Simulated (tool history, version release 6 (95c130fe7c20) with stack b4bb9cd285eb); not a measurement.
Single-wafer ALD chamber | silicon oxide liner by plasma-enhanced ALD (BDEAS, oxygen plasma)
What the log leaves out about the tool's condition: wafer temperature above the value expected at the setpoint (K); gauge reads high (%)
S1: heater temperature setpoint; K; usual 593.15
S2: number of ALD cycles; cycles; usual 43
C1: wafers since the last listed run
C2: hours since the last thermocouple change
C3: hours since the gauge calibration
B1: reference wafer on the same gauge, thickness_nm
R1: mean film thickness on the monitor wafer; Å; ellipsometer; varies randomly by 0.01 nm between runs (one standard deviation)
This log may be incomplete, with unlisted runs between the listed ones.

run    hour      S1  S2    C1      C2      C3     B1     R1
  1     0.0  587.15  49     0   342.6   203.3  4.888  47.24
  2    52.1  587.15  49   581   394.7   255.4  4.884  47.21
  3    88.7  587.15  49   408   431.3   292.0  4.886  47.24
  4   147.6  593.15  43   657   490.2   350.9  4.879  41.25
  5   191.7  593.15  43   491   534.3   395.0  4.875  41.24
  6   249.6  593.15  43   645   592.2   452.9  4.877  41.10
  7   312.8  588.15  43   704   655.4   516.1  4.879  41.31
  8   372.9  588.15  43   670   715.5   576.2  4.873  41.55
  9   425.1  593.15  43   582   767.7   628.4  4.872  41.08
 10   487.4  593.15  43   694   830.0   690.7  4.859  41.13
 11   555.4  593.15  43   758   898.0   758.7  4.858  41.18
 12   597.8  593.15  43   472   940.4   801.1  4.854  41.09
 13   623.4  593.15  43   285   966.0   826.7  4.854  40.96
 14   693.4  601.15  48   780  1036.0   896.7  4.847  45.27
 15   745.3  593.15  37   578  1087.9   948.6  4.842  35.09
      793.3  -- thermocouple changed; heater temperature recalibrated
 16   810.1  598.15  43   633    16.8  1013.4  4.842  40.57
 17   874.5  598.15  43   718    81.2  1077.8  4.833  40.56
 18   919.1  598.15  43   497   125.8  1122.4  4.826  40.55
 19  1015.9  593.15  47  1079   222.6  1219.2  4.817  44.32
 20  1043.4  593.15  43   306   250.1  1246.7  4.810  40.71
 21  1123.2  593.15  43   890   329.9  1326.5  4.801  40.43
     1125.7  -- gauge calibrated
 22  1157.7  593.15  43   384   364.4    32.0  4.893  41.40
 23  1202.5  593.15  43   499   409.2    76.8  4.892  41.38
 24  1252.3  581.15  49   555   459.0   126.6  4.893  47.91
 25  1276.8  588.15  41   273   483.5   151.1  4.894  39.65
 26  1325.4  593.15  43   542   532.1   199.7  4.897  41.32
 27  1355.2  593.15  43   332   561.9   229.5  4.893  41.27
 28  1413.8  593.15  48   653   620.5   288.1  4.891  45.81
 29  1457.1  593.15  36   482   663.8   331.4  4.889  34.61
 30  1515.8  593.15  43   654   722.5   390.1  4.885  41.29
 31  1561.5  598.15  40   509   768.2   435.8  4.890  38.11
 32  1604.8  585.15  47   482   811.5   479.1  4.883  45.49
 33  1629.2  593.15  45   272   835.9   503.5  4.886  43.12
 34  1685.6  583.15  38   629   892.3   559.9  4.879  36.78
 35  1733.1  601.15  35   529   939.8   607.4  4.878  33.18
 36  1762.9  589.15  38   332   969.6   637.2  4.876  36.45
 37  1791.4  597.15  45   317   998.1   665.7  4.870  42.85
 38  1818.1  604.15  51   297  1024.8   692.4  4.868  48.25
 39  1880.1  587.15  51   691  1086.8   754.4  4.867  48.93
     1920.9  -- thermocouple changed; heater temperature recalibrated
 40  1921.4  589.15  46   371     0.5   795.7  4.867  44.26
 41  1944.1  593.15  45   253    23.2   818.4  4.860  42.92
 42  1985.3  589.15  36   459    64.4   859.6  4.857  34.58

Alternative continuations, all from the tool just after run 42; predict every row:
  A  1985.8  593.15  43   5  64.9  860.1   ?   ?
  B  1985.8  601.15  46   5  64.9  860.1   ?   ?
  C  1985.8  582.15  43   5  64.9  860.1   ?   ?

run     B1     R1
  A  4.856  40.85
  B  4.856  43.25
  C  4.856  41.41
What these runs would have given with no unlogged condition in the tool:
run     R1
  A  41.19
  B  43.61
  C  41.76

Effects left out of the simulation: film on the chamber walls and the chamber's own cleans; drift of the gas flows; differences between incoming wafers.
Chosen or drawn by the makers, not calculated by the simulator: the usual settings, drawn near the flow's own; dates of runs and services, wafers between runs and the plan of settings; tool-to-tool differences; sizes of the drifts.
